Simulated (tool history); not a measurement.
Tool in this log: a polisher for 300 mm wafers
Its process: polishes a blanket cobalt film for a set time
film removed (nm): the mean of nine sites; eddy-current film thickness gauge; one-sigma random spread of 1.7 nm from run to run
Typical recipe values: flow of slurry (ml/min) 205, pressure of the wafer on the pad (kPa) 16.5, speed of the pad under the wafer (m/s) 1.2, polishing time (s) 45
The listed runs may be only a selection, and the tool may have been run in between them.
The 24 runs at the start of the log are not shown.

run,hour,flow of slurry (ml/min),pressure of the wafer on the pad (kPa),speed of the pad under the wafer (m/s),polishing time (s),"incoming thickness of the incoming film, nm",film removed (nm)
25,718.2,265,16.5,1.2,45,947.6,276.8
26,738.9,225,11,1.2,45,944.2,203.9
27,766.9,205,16.5,1.2,45,935.7,262.9
# hour 801: head pressure recalibrated
# hour 816.3: worn pad replaced by a new one
28,863.6,265,21.4,1.08,29,930.6,196.5
29,892.3,205,16.5,1.2,45,947.8,268.2
30,912.5,205,16.5,1.2,40,936.1,238.3
31,946.6,180,13.8,1,58,936.2,243.2
32,974.3,140,16.5,1.2,59,948.8,324.5
# hour 992.5: slurry nozzle cleaned
33,1002.3,205,16.5,1.2,32,929.1,186.2
34,1019.7,235,21.4,1.44,36,929.6,313.7
# hour 1025.4: worn pad replaced by a new one
35,1055.1,225,16.5,1.46,38,933.9,283.1

Branching from run 35: 4 alternative next runs. What would each branch give?
A,1055.5,205,16.5,1.2,45,929.3,?
B,1055.5,260,17.9,0.98,45,929.3,?
C,1055.5,205,20.7,1.2,51,929.3,?
D,1055.5,205,16.5,0.78,30,929.3,?

run,film removed (nm)
A,270.6
B,241.5
C,362.9
D,117.3
What these runs would have given with no unlogged condition in the tool:
run,film removed (nm)
A,275.1
B,245.5
C,368.9
D,119.2
